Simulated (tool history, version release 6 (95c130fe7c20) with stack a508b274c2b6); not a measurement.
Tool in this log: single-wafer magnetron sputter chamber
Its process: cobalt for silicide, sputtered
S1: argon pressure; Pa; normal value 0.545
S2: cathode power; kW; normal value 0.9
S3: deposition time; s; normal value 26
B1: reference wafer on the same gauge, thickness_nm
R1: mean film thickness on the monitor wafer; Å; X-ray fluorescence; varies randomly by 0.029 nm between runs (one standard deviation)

{"run": 1, "hour": 0.0, "S1": 0.545, "S2": 0.9, "S3": 26, "B1": 12.882, "R1": 109.12}
{"run": 2, "hour": 46.5, "S1": 0.545, "S2": 0.9, "S3": 26, "B1": 12.872, "R1": 110.14}
{"run": 3, "hour": 125.7, "S1": 0.545, "S2": 0.8, "S3": 29.4, "B1": 12.897, "R1": 113.09}
{"run": 4, "hour": 229.6, "S1": 0.545, "S2": 0.75, "S3": 26, "B1": 12.897, "R1": 95.46}
{"run": 5, "hour": 310.2, "S1": 0.545, "S2": 0.75, "S3": 26, "B1": 12.905, "R1": 95.48}
{"run": 6, "hour": 372.0, "S1": 0.407, "S2": 0.9, "S3": 26, "B1": 12.903, "R1": 115.69}
{"run": 7, "hour": 445.8, "S1": 0.407, "S2": 0.9, "S3": 26, "B1": 12.905, "R1": 115.6}
{"run": 8, "hour": 507.7, "S1": 0.407, "S2": 0.9, "S3": 26, "B1": 12.915, "R1": 115.46}
{"run": 9, "hour": 569.9, "S1": 0.545, "S2": 0.9, "S3": 26, "B1": 12.921, "R1": 110.18}
{"run": 10, "hour": 817.8, "S1": 0.644, "S2": 0.9, "S3": 26, "B1": 12.939, "R1": 106.36}
{"run": 11, "hour": 888.5, "S1": 0.644, "S2": 0.9, "S3": 26, "B1": 12.941, "R1": 106.79}
{"run": 12, "hour": 986.7, "S1": 0.644, "S2": 0.9, "S3": 26, "B1": 12.958, "R1": 106.66}
{"run": 13, "hour": 1031.1, "S1": 0.545, "S2": 0.9, "S3": 26, "B1": 12.964, "R1": 110.95}
{"run": 14, "hour": 1072.7, "S1": 0.545, "S2": 0.9, "S3": 26, "B1": 12.963, "R1": 110.49}
{"run": 15, "hour": 1132.8, "S1": 0.545, "S2": 1.05, "S3": 26, "B1": 12.969, "R1": 124.73}
{"run": 16, "hour": 1206.9, "S1": 0.545, "S2": 1.05, "S3": 30.4, "B1": 12.976, "R1": 146.64}
{"run": 17, "hour": 1245.0, "S1": 0.545, "S2": 0.9, "S3": 26, "B1": 12.978, "R1": 110.55}
{"run": 18, "hour": 1282.2, "S1": 0.48, "S2": 1.1, "S3": 24.3, "B1": 12.981, "R1": 124.04}
{"run": 19, "hour": 1383.5, "S1": 0.732, "S2": 1.05, "S3": 21.9, "B1": 12.988, "R1": 98.51}
{"run": 20, "hour": 1490.7, "S1": 0.668, "S2": 0.9, "S3": 22.7, "B1": 12.793, "R1": 91.17}
{"run": 21, "hour": 1528.2, "S1": 0.545, "S2": 1.05, "S3": 26, "B1": 12.796, "R1": 123.66}
{"run": 22, "hour": 1585.0, "S1": 0.36, "S2": 1, "S3": 21.7, "B1": 12.794, "R1": 106.22}
{"run": 23, "hour": 1675.2, "S1": 0.39, "S2": 1.05, "S3": 29.5, "B1": 12.799, "R1": 148.33}
{"run": 24, "hour": 1752.6, "S1": 0.545, "S2": 0.75, "S3": 26, "B1": 12.799, "R1": 94.79}
{"run": 25, "hour": 1818.4, "S1": 0.722, "S2": 0.9, "S3": 26, "B1": 12.809, "R1": 102.21}
{"run": 26, "hour": 1893.5, "S1": 0.545, "S2": 0.9, "S3": 29.8, "B1": 12.801, "R1": 125.21}
{"run": 27, "hour": 1993.8, "S1": 0.751, "S2": 0.9, "S3": 26, "B1": 12.797, "R1": 101.38}
{"run": 28, "hour": 2280.0, "S1": 0.355, "S2": 0.75, "S3": 26, "B1": 12.809, "R1": 101.34}
{"run": 29, "hour": 2325.8, "S1": 0.545, "S2": 0.9, "S3": 21.9, "B1": 12.8, "R1": 92.06}
{"run": 30, "hour": 2373.7, "S1": 0.34, "S2": 0.9, "S3": 24.3, "B1": 12.82, "R1": 109.59}
{"run": 31, "hour": 2460.9, "S1": 0.373, "S2": 1.1, "S3": 23.9, "B1": 12.803, "R1": 125.63}
{"run": 32, "hour": 2565.9, "S1": 0.545, "S2": 0.9, "S3": 23.5, "B1": 12.799, "R1": 98.75}
{"run": 33, "hour": 2601.9, "S1": 0.545, "S2": 1, "S3": 28.7, "B1": 12.809, "R1": 130.82}
{"run": 34, "hour": 2641.2, "S1": 0.348, "S2": 0.9, "S3": 24.7, "B1": 12.82, "R1": 111.67}
{"run": 35, "hour": 2748.5, "S1": 0.709, "S2": 0.9, "S3": 24.1, "B1": 12.82, "R1": 95.82}

Not shown here: 7 entries made in the log between runs. Locate each between two listed runs and compare the hidden state at the listed run before it with the hidden state at the listed run after it:
Logged between run 8 and run 9: sputter target and shields replaced (hour 544.8)
  gauge reads high (%): 0.905 -> 0.943
  measured result minus the result with no hidden state, R1: +1.03 -> +1.03 Å
Logged between run 14 and run 15: capacitance manometer re-zeroed and calibrated (hour 1115)
  gauge reads high (%): 1.28 -> 1.32
  measured result minus the result with no hidden state, R1: +1.39 -> +1.63 Å
Logged between run 16 and run 17: sputter target and shields replaced (hour 1222.3)
  gauge reads high (%): 1.38 -> 1.41
  measured result minus the result with no hidden state, R1: +1.99 -> +1.53 Å
Logged between run 19 and run 20: gauge calibrated (hour 1412)
  gauge reads high (%): 1.51 -> -0.0369
  measured result minus the result with no hidden state, R1: +1.47 -> -0.03 Å
Logged between run 24 and run 25: sputter target and shields replaced (hour 1798.2)
  gauge reads high (%): -0.0253 -> -0.0201
  measured result minus the result with no hidden state, R1: -0.02 -> -0.02 Å
Logged between run 27 and run 28: magnet pack replaced (hour 2034.2)
  gauge reads high (%): -0.00183 -> 0.042
  measured result minus the result with no hidden state, R1: +0 -> +0.04 Å
Logged between run 31 and run 32: sputter target and shields replaced (hour 2490.9)
  gauge reads high (%): 0.0787 -> 0.103
  measured result minus the result with no hidden state, R1: +0.1 -> +0.1 Å
